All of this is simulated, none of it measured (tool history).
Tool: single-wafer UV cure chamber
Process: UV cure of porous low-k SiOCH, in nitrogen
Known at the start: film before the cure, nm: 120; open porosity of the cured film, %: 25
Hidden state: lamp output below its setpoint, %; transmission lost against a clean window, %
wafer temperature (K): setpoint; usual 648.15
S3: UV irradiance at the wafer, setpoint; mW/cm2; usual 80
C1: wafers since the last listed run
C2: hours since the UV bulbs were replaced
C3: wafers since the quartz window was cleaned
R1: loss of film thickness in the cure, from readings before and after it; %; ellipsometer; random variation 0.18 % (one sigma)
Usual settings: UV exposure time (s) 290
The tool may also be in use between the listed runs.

run 1 day=0.000 | wafer_temperature_(K)=648.15 UV_exposure_time_(s)=290 S3=69 | C1=0 C2=1662.3 C3=1555 | R1=10.993
run 2 day=0.279 | wafer_temperature_(K)=648.15 UV_exposure_time_(s)=290 S3=80 | C1=41 C2=1669.0 C3=1597 | R1=11.665
run 3 day=0.625 | wafer_temperature_(K)=648.15 UV_exposure_time_(s)=290 S3=80 | C1=51 C2=1677.3 C3=1649 | R1=11.933
run 4 day=0.879 | wafer_temperature_(K)=648.15 UV_exposure_time_(s)=290 S3=80 | C1=38 C2=1683.4 C3=1687 | R1=11.752
run 5 day=1.183 | wafer_temperature_(K)=648.15 UV_exposure_time_(s)=290 S3=80 | C1=45 C2=1690.7 C3=1732 | R1=11.617
run 6 day=1.442 | wafer_temperature_(K)=648.15 UV_exposure_time_(s)=290 S3=80 | C1=38 C2=1696.9 C3=1771 | R1=11.829
run 7 day=2.138 | wafer_temperature_(K)=636.15 UV_exposure_time_(s)=290 S3=80 | C1=104 C2=1713.6 C3=1875 | R1=11.643
run 8 day=2.738 | wafer_temperature_(K)=636.15 UV_exposure_time_(s)=290 S3=80 | C1=89 C2=1728.0 C3=1965 | R1=11.673
run 9 day=3.475 | wafer_temperature_(K)=648.15 UV_exposure_time_(s)=290 S3=80 | C1=110 C2=1745.7 C3=2075 | R1=11.631
run 10 day=4.129 | wafer_temperature_(K)=648.15 UV_exposure_time_(s)=290 S3=80 | C1=97 C2=1761.4 C3=2173 | R1=11.884
run 11 day=4.704 | wafer_temperature_(K)=648.15 UV_exposure_time_(s)=230 S3=57 | C1=86 C2=1775.2 C3=2259 | R1=9.329
run 12 day=6.196 | wafer_temperature_(K)=648.15 UV_exposure_time_(s)=230 S3=57 | C1=223 C2=1811.0 C3=2482 | R1=9.119
run 13 day=6.600 | wafer_temperature_(K)=648.15 UV_exposure_time_(s)=230 S3=57 | C1=60 C2=1820.7 C3=2543 | R1=9.148
run 14 day=7.100 | wafer_temperature_(K)=648.15 UV_exposure_time_(s)=290 S3=80 | C1=74 C2=1832.7 C3=2617 | R1=11.651
run 15 day=7.646 | wafer_temperature_(K)=648.15 UV_exposure_time_(s)=290 S3=55 | C1=81 C2=1845.8 C3=2699 | R1=9.739
run 16 day=8.217 | wafer_temperature_(K)=648.15 UV_exposure_time_(s)=290 S3=55 | C1=85 C2=1859.5 C3=2784 | R1=10.095
run 17 day=8.729 | wafer_temperature_(K)=648.15 UV_exposure_time_(s)=290 S3=55 | C1=76 C2=1871.8 C3=2861 | R1=9.600
run 18 day=9.283 | wafer_temperature_(K)=648.15 UV_exposure_time_(s)=290 S3=80 | C1=82 C2=1885.1 C3=2944 | R1=11.556
run 19 day=9.704 | wafer_temperature_(K)=648.15 UV_exposure_time_(s)=290 S3=80 | C1=62 C2=1895.2 C3=3007 | R1=11.578
run 20 day=9.992 | wafer_temperature_(K)=648.15 UV_exposure_time_(s)=290 S3=80 | C1=43 C2=1902.1 C3=3050 | R1=11.678
run 21 day=10.521 | wafer_temperature_(K)=648.15 UV_exposure_time_(s)=290 S3=80 | C1=79 C2=1914.8 C3=3129 | R1=11.415
run 22 day=11.150 | wafer_temperature_(K)=648.15 UV_exposure_time_(s)=350 S3=99 | C1=94 C2=1929.9 C3=3223 | R1=13.475
run 23 day=11.496 | wafer_temperature_(K)=648.15 UV_exposure_time_(s)=290 S3=80 | C1=51 C2=1938.2 C3=3275 | R1=11.719
run 24 day=13.400 | wafer_temperature_(K)=648.15 UV_exposure_time_(s)=335 S3=63 | C1=284 C2=1983.9 C3=3560 | R1=11.149
-- day=13.862 quartz window cleaned
run 25 day=13.900 | wafer_temperature_(K)=648.15 UV_exposure_time_(s)=290 S3=80 | C1=24 C2=1995.9 C3=5 | R1=11.554
run 26 day=14.717 | wafer_temperature_(K)=653.15 UV_exposure_time_(s)=145 S3=110 | C1=122 C2=2015.5 C3=127 | R1=9.648
run 27 day=15.046 | wafer_temperature_(K)=642.15 UV_exposure_time_(s)=290 S3=80 | C1=49 C2=2023.4 C3=176 | R1=11.203
run 28 day=15.492 | wafer_temperature_(K)=640.15 UV_exposure_time_(s)=290 S3=106 | C1=66 C2=2034.1 C3=243 | R1=12.589
run 29 day=16.017 | wafer_temperature_(K)=648.15 UV_exposure_time_(s)=290 S3=80 | C1=78 C2=2046.7 C3=322 | R1=11.687
-- day=16.354 UV bulbs replaced
run 30 day=16.392 | wafer_temperature_(K)=641.15 UV_exposure_time_(s)=290 S3=70 | C1=6 C2=0.9 C3=328 | R1=12.788
run 31 day=17.121 | wafer_temperature_(K)=648.15 UV_exposure_time_(s)=350 S3=40 | C1=109 C2=18.4 C3=437 | R1=11.092
run 32 day=17.500 | wafer_temperature_(K)=655.15 UV_exposure_time_(s)=290 S3=106 | C1=56 C2=27.5 C3=494 | R1=15.119
run 33 day=17.842 | wafer_temperature_(K)=648.15 UV_exposure_time_(s)=390 S3=80 | C1=51 C2=35.7 C3=545 | R1=15.041
run 34 day=18.100 | wafer_temperature_(K)=648.15 UV_exposure_time_(s)=290 S3=80 | C1=38 C2=41.9 C3=583 | R1=13.341
run 35 day=18.796 | wafer_temperature_(K)=648.15 UV_exposure_time_(s)=290 S3=80 | C1=104 C2=58.6 C3=687 | R1=13.151
run 36 day=19.188 | wafer_temperature_(K)=653.15 UV_exposure_time_(s)=390 S3=61 | C1=58 C2=68.0 C3=746 | R1=13.755
run 37 day=19.717 | wafer_temperature_(K)=632.15 UV_exposure_time_(s)=405 S3=92 | C1=79 C2=80.7 C3=825 | R1=15.341
run 38 day=20.400 | wafer_temperature_(K)=648.15 UV_exposure_time_(s)=290 S3=80 | C1=102 C2=97.1 C3=927 | R1=13.180
run 39 day=20.762 | wafer_temperature_(K)=664.15 UV_exposure_time_(s)=425 S3=61 | C1=54 C2=105.8 C3=982 | R1=14.016
run 40 day=21.488 | wafer_temperature_(K)=648.15 UV_exposure_time_(s)=140 S3=40 | C1=108 C2=123.2 C3=1090 | R1=6.837
run 41 day=21.783 | wafer_temperature_(K)=665.15 UV_exposure_time_(s)=185 S3=105 | C1=44 C2=130.3 C3=1134 | R1=12.925
run 42 day=22.517 | wafer_temperature_(K)=648.15 UV_exposure_time_(s)=170 S3=92 | C1=109 C2=147.9 C3=1244 | R1=11.243
run 43 day=22.950 | wafer_temperature_(K)=639.15 UV_exposure_time_(s)=290 S3=53 | C1=64 C2=158.3 C3=1309 | R1=11.139

How the hidden state differs across the entries between the runs, from the last listed run before each to the first after it:
Between runs 24 and 25: quartz window cleaned (day 13.862)
  lamp output below its setpoint, %: 37.4 -> 37.7
  measured less the result without the state, R1: -2.314 -> -2.347 %
Between runs 29 and 30: UV bulbs replaced (day 16.354)
  lamp output below its setpoint, %: 38.5 -> 5.32
  measured less the result without the state, R1: -2.458 -> -0.273 %

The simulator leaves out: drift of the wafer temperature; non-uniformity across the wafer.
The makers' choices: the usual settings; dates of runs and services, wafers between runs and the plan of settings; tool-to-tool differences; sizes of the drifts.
